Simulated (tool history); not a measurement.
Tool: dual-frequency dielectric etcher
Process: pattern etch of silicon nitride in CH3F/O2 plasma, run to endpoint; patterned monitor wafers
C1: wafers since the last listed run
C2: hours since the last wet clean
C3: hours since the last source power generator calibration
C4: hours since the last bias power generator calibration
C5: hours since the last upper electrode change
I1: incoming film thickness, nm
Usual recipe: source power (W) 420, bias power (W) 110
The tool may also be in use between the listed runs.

{"run": 1, "hour": 0.0, "source power (W)": 420, "bias power (W)": 110, "C1": 0, "C2": 156, "C3": 2950.9, "C4": 3777.7, "C5": 2280, "I1": 54.3, "endpoint time (s)": 52.2}
{"run": 2, "hour": 12.9, "source power (W)": 420, "bias power (W)": 110, "C1": 73, "C2": 168.9, "C3": 2963.8, "C4": 3790.6, "C5": 2292.9, "I1": 54.2, "endpoint time (s)": 52.1}
{"run": 3, "hour": 28.9, "source power (W)": 420, "bias power (W)": 124, "C1": 91, "C2": 184.9, "C3": 2979.8, "C4": 3806.6, "C5": 2308.9, "I1": 53.7, "endpoint time (s)": 48.1}
{"run": 4, "hour": 77.9, "source power (W)": 420, "bias power (W)": 124, "C1": 280, "C2": 233.9, "C3": 3028.8, "C4": 3855.6, "C5": 2357.9, "I1": 54.3, "endpoint time (s)": 48.9}
{"run": 5, "hour": 86.6, "source power (W)": 420, "bias power (W)": 124, "C1": 49, "C2": 242.6, "C3": 3037.5, "C4": 3864.3, "C5": 2366.6, "I1": 54.1, "endpoint time (s)": 48.7}
{"run": 6, "hour": 95.2, "source power (W)": 420, "bias power (W)": 110, "C1": 49, "C2": 251.2, "C3": 3046.1, "C4": 3872.9, "C5": 2375.2, "I1": 53.6, "endpoint time (s)": 51.7}
{"run": 7, "hour": 108.2, "source power (W)": 450, "bias power (W)": 89, "C1": 74, "C2": 264.2, "C3": 3059.1, "C4": 3885.9, "C5": 2388.2, "I1": 53.6, "endpoint time (s)": 56.4}
{"run": 8, "hour": 118.8, "source power (W)": 450, "bias power (W)": 89, "C1": 60, "C2": 274.8, "C3": 3069.7, "C4": 3896.5, "C5": 2398.8, "I1": 54.2, "endpoint time (s)": 57.3}
{"run": 9, "hour": 134.1, "source power (W)": 420, "bias power (W)": 110, "C1": 87, "C2": 290.1, "C3": 3085, "C4": 3911.8, "C5": 2414.1, "I1": 53.7, "endpoint time (s)": 51.9}
{"run": 10, "hour": 148.7, "source power (W)": 420, "bias power (W)": 110, "C1": 83, "C2": 304.7, "C3": 3099.6, "C4": 3926.4, "C5": 2428.7, "I1": 53.5, "endpoint time (s)": 51.9}
{"run": 11, "hour": 166.0, "source power (W)": 420, "bias power (W)": 110, "C1": 99, "C2": 322, "C3": 3116.9, "C4": 3943.7, "C5": 2446, "I1": 53.8, "endpoint time (s)": 51.9}
{"run": 12, "hour": 182.4, "source power (W)": 420, "bias power (W)": 110, "C1": 93, "C2": 338.4, "C3": 3133.3, "C4": 3960.1, "C5": 2462.4, "I1": 53.8, "endpoint time (s)": 52.3}
{"run": 13, "hour": 195.0, "source power (W)": 420, "bias power (W)": 110, "C1": 72, "C2": 351, "C3": 3145.9, "C4": 3972.7, "C5": 2475, "I1": 54.8, "endpoint time (s)": 53}
{"run": 14, "hour": 201.7, "source power (W)": 500, "bias power (W)": 121, "C1": 38, "C2": 357.7, "C3": 3152.6, "C4": 3979.4, "C5": 2481.7, "I1": 54.2, "endpoint time (s)": 46.4}
{"hour": 227.7, "done": "wet clean of the chamber"}
{"run": 15, "hour": 228.2, "source power (W)": 460, "bias power (W)": 110, "C1": 14, "C2": 0.5, "C3": 3179.1, "C4": 4005.9, "C5": 2508.2, "I1": 53.6, "endpoint time (s)": 48.4}
{"run": 16, "hour": 228.5, "source power (W)": 420, "bias power (W)": 110, "C1": 1, "C2": 0.8, "C3": 3179.4, "C4": 4006.2, "C5": 2508.5, "I1": 54.6, "endpoint time (s)": 51.8}
{"run": 17, "hour": 243.0, "source power (W)": 420, "bias power (W)": 110, "C1": 83, "C2": 15.3, "C3": 3193.9, "C4": 4020.7, "C5": 2523, "I1": 54, "endpoint time (s)": 50.8}
{"hour": 251.4, "done": "bias power generator calibrated"}
{"run": 18, "hour": 251.9, "source power (W)": 360, "bias power (W)": 133, "C1": 28, "C2": 24.2, "C3": 3202.8, "C4": 0.5, "C5": 2531.9, "I1": 53.7, "endpoint time (s)": 49.2}
{"hour": 278.9, "done": "upper electrode replaced"}
{"run": 19, "hour": 279.4, "source power (W)": 360, "bias power (W)": 133, "C1": 20, "C2": 51.7, "C3": 3230.3, "C4": 28, "C5": 0.5, "I1": 54.2, "endpoint time (s)": 49.6}
{"run": 20, "hour": 279.7, "source power (W)": 420, "bias power (W)": 110, "C1": 1, "C2": 52, "C3": 3230.6, "C4": 28.3, "C5": 0.8, "I1": 54.8, "endpoint time (s)": 51.7}
{"run": 21, "hour": 280.1, "source power (W)": 420, "bias power (W)": 103, "C1": 2, "C2": 52.4, "C3": 3231, "C4": 28.7, "C5": 1.2, "I1": 54, "endpoint time (s)": 52.9}
{"run": 22, "hour": 297.0, "source power (W)": 470, "bias power (W)": 93, "C1": 96, "C2": 69.3, "C3": 3247.9, "C4": 45.6, "C5": 18.1, "I1": 53.7, "endpoint time (s)": 53.3}
{"run": 23, "hour": 313.0, "source power (W)": 420, "bias power (W)": 110, "C1": 91, "C2": 85.3, "C3": 3263.9, "C4": 61.6, "C5": 34.1, "I1": 54.1, "endpoint time (s)": 51.5}
{"hour": 320.5, "done": "source power generator calibrated"}
{"run": 24, "hour": 321.0, "source power (W)": 330, "bias power (W)": 100, "C1": 22, "C2": 93.3, "C3": 0.5, "C4": 69.6, "C5": 42.1, "I1": 54.5, "endpoint time (s)": 61.4}
{"run": 25, "hour": 341.6, "source power (W)": 340, "bias power (W)": 128, "C1": 118, "C2": 113.9, "C3": 21.1, "C4": 90.2, "C5": 62.7, "I1": 53.8, "endpoint time (s)": 52}
{"run": 26, "hour": 355.0, "source power (W)": 480, "bias power (W)": 95, "C1": 76, "C2": 127.3, "C3": 34.5, "C4": 103.6, "C5": 76.1, "I1": 54.9, "endpoint time (s)": 53.6}
{"run": 27, "hour": 362.9, "source power (W)": 510, "bias power (W)": 110, "C1": 45, "C2": 135.2, "C3": 42.4, "C4": 111.5, "C5": 84, "I1": 53.7, "endpoint time (s)": 46.8}
{"run": 28, "hour": 378.4, "source power (W)": 330, "bias power (W)": 110, "C1": 88, "C2": 150.7, "C3": 57.9, "C4": 127, "C5": 99.5, "I1": 53.9, "endpoint time (s)": 57.9}
{"run": 29, "hour": 384.8, "source power (W)": 360, "bias power (W)": 124, "C1": 36, "C2": 157.1, "C3": 64.3, "C4": 133.4, "C5": 105.9, "I1": 54.2, "endpoint time (s)": 52}
{"run": 30, "hour": 391.9, "source power (W)": 420, "bias power (W)": 110, "C1": 40, "C2": 164.2, "C3": 71.4, "C4": 140.5, "C5": 113, "I1": 54.1, "endpoint time (s)": 51.6}
{"run": 31, "hour": 406.9, "source power (W)": 390, "bias power (W)": 100, "C1": 85, "C2": 179.2, "C3": 86.4, "C4": 155.5, "C5": 128, "I1": 53.8, "endpoint time (s)": 56.3}

For each run, the measured value with the value that run would have given without the tool's hidden condition subtracted. The run-to-run variation is shared by both, the gauge scatter possibly not:
Hidden state at play: etch rate over this chamber's usual, %; source power that arrives over what is set, %; bias power that arrives over what is set, %.
run=1 endpoint_time_(s)=+0.7
run=2 endpoint_time_(s)=+0.8
run=3 endpoint_time_(s)=+0.7
run=4 endpoint_time_(s)=+0.9
run=5 endpoint_time_(s)=+1
run=6 endpoint_time_(s)=+1.1
run=7 endpoint_time_(s)=+1.2
run=8 endpoint_time_(s)=+1.3
run=9 endpoint_time_(s)=+1.2
run=10 endpoint_time_(s)=+1.3
run=11 endpoint_time_(s)=+1.4
run=12 endpoint_time_(s)=+1.4
run=13 endpoint_time_(s)=+1.4
run=14 endpoint_time_(s)=+1.3
run=15 endpoint_time_(s)=-0.1
run=16 endpoint_time_(s)=-0.1
run=17 endpoint_time_(s)=+0
run=18 endpoint_time_(s)=+0.1
run=19 endpoint_time_(s)=+0.1
run=20 endpoint_time_(s)=+0.1
run=21 endpoint_time_(s)=+0.2
run=22 endpoint_time_(s)=+0.2
run=23 endpoint_time_(s)=+0.3
run=24 endpoint_time_(s)=+0.3
run=25 endpoint_time_(s)=+0.3
run=26 endpoint_time_(s)=+0.4
run=27 endpoint_time_(s)=+0.4
run=28 endpoint_time_(s)=+0.5
run=29 endpoint_time_(s)=+0.5
run=30 endpoint_time_(s)=+0.6
run=31 endpoint_time_(s)=+0.7
